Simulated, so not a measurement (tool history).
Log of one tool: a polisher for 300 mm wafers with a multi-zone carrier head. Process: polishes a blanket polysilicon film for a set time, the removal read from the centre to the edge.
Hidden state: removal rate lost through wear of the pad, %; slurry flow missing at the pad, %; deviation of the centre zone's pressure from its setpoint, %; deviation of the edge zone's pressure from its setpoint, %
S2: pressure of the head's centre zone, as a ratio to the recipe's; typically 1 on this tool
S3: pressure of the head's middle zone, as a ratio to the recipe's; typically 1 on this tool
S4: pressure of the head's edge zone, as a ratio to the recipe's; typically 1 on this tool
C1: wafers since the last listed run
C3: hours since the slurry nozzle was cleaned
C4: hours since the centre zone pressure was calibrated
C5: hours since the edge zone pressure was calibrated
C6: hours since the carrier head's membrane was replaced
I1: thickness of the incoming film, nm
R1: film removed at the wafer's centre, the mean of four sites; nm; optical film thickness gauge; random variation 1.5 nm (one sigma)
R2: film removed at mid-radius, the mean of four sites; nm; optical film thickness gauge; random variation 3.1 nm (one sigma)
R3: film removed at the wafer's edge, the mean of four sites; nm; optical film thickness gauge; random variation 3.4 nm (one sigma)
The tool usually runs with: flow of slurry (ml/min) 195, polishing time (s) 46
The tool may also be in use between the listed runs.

run 1 hour=0 | flow_of_slurry_(ml/min)=195 S2=1 S3=1 S4=1 polishing_time_(s)=41 | C1=0 wafers_polished_on_this_pad=2350 C3=206.9 C4=147.9 C5=362.9 C6=408.3 | I1=2260.7 | R1=216 R2=222 R3=218.3
-- hour=34.5 worn pad replaced by a new one
run 2 hour=37.5 | flow_of_slurry_(ml/min)=195 S2=1 S3=1 S4=1 polishing_time_(s)=41 | C1=313 wafers_polished_on_this_pad=28 C3=244.4 C4=185.4 C5=400.4 C6=445.8 | I1=2261.1 | R1=217 R2=222.3 R3=212.5
run 3 hour=93.7 | flow_of_slurry_(ml/min)=195 S2=1 S3=1 S4=1 polishing_time_(s)=46 | C1=525 wafers_polished_on_this_pad=553 C3=300.6 C4=241.6 C5=456.6 C6=502 | I1=2269.8 | R1=241.1 R2=242.9 R3=238.1
-- hour=130.7 carrier head's membrane replaced by a new one
run 4 hour=149.1 | flow_of_slurry_(ml/min)=195 S2=1 S3=1 S4=1 polishing_time_(s)=46 | C1=471 wafers_polished_on_this_pad=1024 C3=356 C4=297 C5=512 C6=18.4 | I1=2292 | R1=238.6 R2=247 R3=237.7
run 5 hour=198.2 | flow_of_slurry_(ml/min)=195 S2=1 S3=1 S4=1 polishing_time_(s)=46 | C1=459 wafers_polished_on_this_pad=1484 C3=405.1 C4=346.1 C5=561.1 C6=67.5 | I1=2276.5 | R1=241.6 R2=246.6 R3=237.5
run 6 hour=237 | flow_of_slurry_(ml/min)=195 S2=1 S3=1 S4=1 polishing_time_(s)=46 | C1=362 wafers_polished_on_this_pad=1846 C3=443.9 C4=384.9 C5=599.9 C6=106.3 | I1=2269.4 | R1=239.9 R2=250.2 R3=240.2
-- hour=282.5 worn pad replaced by a new one
run 7 hour=300.9 | flow_of_slurry_(ml/min)=195 S2=0.91 S3=1 S4=1 polishing_time_(s)=46 | C1=560 wafers_polished_on_this_pad=172 C3=507.8 C4=448.8 C5=663.8 C6=170.2 | I1=2234.4 | R1=224.7 R2=246.8 R3=234.1
-- hour=327 edge zone pressure recalibrated
run 8 hour=360.5 | flow_of_slurry_(ml/min)=195 S2=1 S3=1 S4=1 polishing_time_(s)=46 | C1=538 wafers_polished_on_this_pad=711 C3=567.4 C4=508.4 C5=33.5 C6=229.8 | I1=2260.3 | R1=237.7 R2=246.3 R3=239.1
run 9 hour=412.3 | flow_of_slurry_(ml/min)=255 S2=1.11 S3=1 S4=1 polishing_time_(s)=46 | C1=484 wafers_polished_on_this_pad=1195 C3=619.2 C4=560.2 C5=85.3 C6=281.6 | I1=2226.2 | R1=266.7 R2=254.2 R3=243.9
run 10 hour=465.6 | flow_of_slurry_(ml/min)=195 S2=1 S3=1 S4=1 polishing_time_(s)=46 | C1=498 wafers_polished_on_this_pad=1693 C3=672.5 C4=613.5 C5=138.6 C6=334.9 | I1=2232 | R1=238.3 R2=252.6 R3=236.2
run 11 hour=493.1 | flow_of_slurry_(ml/min)=195 S2=1 S3=1 S4=1 polishing_time_(s)=46 | C1=257 wafers_polished_on_this_pad=1950 C3=700 C4=641 C5=166.1 C6=362.4 | I1=2262.1 | R1=239.3 R2=243.8 R3=243.5
-- hour=513.7 centre zone pressure recalibrated
run 12 hour=561.3 | flow_of_slurry_(ml/min)=195 S2=1 S3=1 S4=0.89 polishing_time_(s)=46 | C1=619 wafers_polished_on_this_pad=2569 C3=768.2 C4=47.6 C5=234.3 C6=430.6 | I1=2249.6 | R1=244.2 R2=248.7 R3=232.8
-- hour=577.4 worn pad replaced by a new one
-- hour=601 slurry nozzle cleaned
run 13 hour=632.9 | flow_of_slurry_(ml/min)=195 S2=1.07 S3=1.12 S4=1 polishing_time_(s)=46 | C1=622 wafers_polished_on_this_pad=509 C3=31.9 C4=119.2 C5=305.9 C6=502.2 | I1=2226.4 | R1=253.9 R2=281 R3=241.2
-- hour=668.2 carrier head's membrane replaced by a new one
run 14 hour=672.1 | flow_of_slurry_(ml/min)=195 S2=1 S3=1 S4=1 polishing_time_(s)=46 | C1=319 wafers_polished_on_this_pad=829 C3=71.1 C4=158.4 C5=345.1 C6=3.9 | I1=2241.8 | R1=241.2 R2=245.8 R3=243.3
run 15 hour=729.2 | flow_of_slurry_(ml/min)=195 S2=1 S3=1 S4=1 polishing_time_(s)=46 | C1=533 wafers_polished_on_this_pad=1363 C3=128.2 C4=215.5 C5=402.2 C6=61 | I1=2281.3 | R1=238.7 R2=239.6 R3=240.7
run 16 hour=784.8 | flow_of_slurry_(ml/min)=260 S2=1 S3=1 S4=1.1 polishing_time_(s)=32 | C1=519 wafers_polished_on_this_pad=1883 C3=183.8 C4=271.1 C5=457.8 C6=116.6 | I1=2240.8 | R1=173.2 R2=178.3 R3=181.1
-- hour=821.5 worn pad replaced by a new one
run 17 hour=822 | flow_of_slurry_(ml/min)=195 S2=1.09 S3=0.97 S4=1 polishing_time_(s)=46 | C1=310 wafers_polished_on_this_pad=4 C3=221 C4=308.3 C5=495 C6=153.8 | I1=2258.9 | R1=250.3 R2=241.1 R3=239.9
run 18 hour=844.6 | flow_of_slurry_(ml/min)=195 S2=0.92 S3=1.05 S4=1.04 polishing_time_(s)=61 | C1=211 wafers_polished_on_this_pad=215 C3=243.6 C4=330.9 C5=517.6 C6=176.4 | I1=2285.7 | R1=300.9 R2=340.6 R3=321
run 19 hour=899.5 | flow_of_slurry_(ml/min)=260 S2=1.06 S3=1.09 S4=1 polishing_time_(s)=42 | C1=513 wafers_polished_on_this_pad=729 C3=298.5 C4=385.8 C5=572.5 C6=231.3 | I1=2233.6 | R1=236.6 R2=247.1 R3=226.4
run 20 hour=924.8 | flow_of_slurry_(ml/min)=195 S2=1.11 S3=1 S4=1 polishing_time_(s)=46 | C1=236 wafers_polished_on_this_pad=965 C3=323.8 C4=411.1 C5=597.8 C6=256.6 | I1=2282.9 | R1=255.8 R2=246.7 R3=240.8
run 21 hour=956.1 | flow_of_slurry_(ml/min)=195 S2=1 S3=1 S4=1 polishing_time_(s)=38 | C1=292 wafers_polished_on_this_pad=1258 C3=355.1 C4=442.4 C5=629.1 C6=287.9 | I1=2264 | R1=195 R2=200.3 R3=198.6
run 22 hour=1016.8 | flow_of_slurry_(ml/min)=140 S2=1.11 S3=1 S4=1.06 polishing_time_(s)=46 | C1=567 wafers_polished_on_this_pad=1826 C3=415.8 C4=503.1 C5=689.8 C6=348.6 | I1=2274 | R1=237.8 R2=237.6 R3=236.8

Alternative continuations, all from the tool just after run 22; predict every row:
run A hour=1017.2 | flow_of_slurry_(ml/min)=195 S2=1 S3=1 S4=1 polishing_time_(s)=46 | C1=3 wafers_polished_on_this_pad=1829 C3=416.2 C4=503.5 C5=690.2 C6=349 | I1=2260.5 | R1=? R2=? R3=?
run B hour=1017.2 | flow_of_slurry_(ml/min)=195 S2=1.12 S3=1 S4=1 polishing_time_(s)=41 | C1=3 wafers_polished_on_this_pad=1829 C3=416.2 C4=503.5 C5=690.2 C6=349 | I1=2260.5 | R1=? R2=? R3=?
run C hour=1017.2 | flow_of_slurry_(ml/min)=195 S2=1 S3=1.04 S4=0.91 polishing_time_(s)=46 | C1=3 wafers_polished_on_this_pad=1829 C3=416.2 C4=503.5 C5=690.2 C6=349 | I1=2260.5 | R1=? R2=? R3=?
run D hour=1017.2 | flow_of_slurry_(ml/min)=195 S2=1 S3=1 S4=1 polishing_time_(s)=53 | C1=3 wafers_polished_on_this_pad=1829 C3=416.2 C4=503.5 C5=690.2 C6=349 | I1=2260.5 | R1=? R2=? R3=?

run=A R1=237.1 R2=247.9 R3=240.2
run=B R1=228.4 R2=220.9 R3=214.1
run=C R1=237.2 R2=256.3 R3=230.7
run=D R1=273.2 R2=285.6 R3=276.7
Take away the tool's hidden state, keep each run's random variation, and the runs would have read:
run=A R1=246.3 R2=247.8 R3=240.2
run=B R1=237.2 R2=220.8 R3=214.1
run=C R1=246.4 R2=256.2 R3=230.7
run=D R1=283.8 R2=285.6 R3=276.7
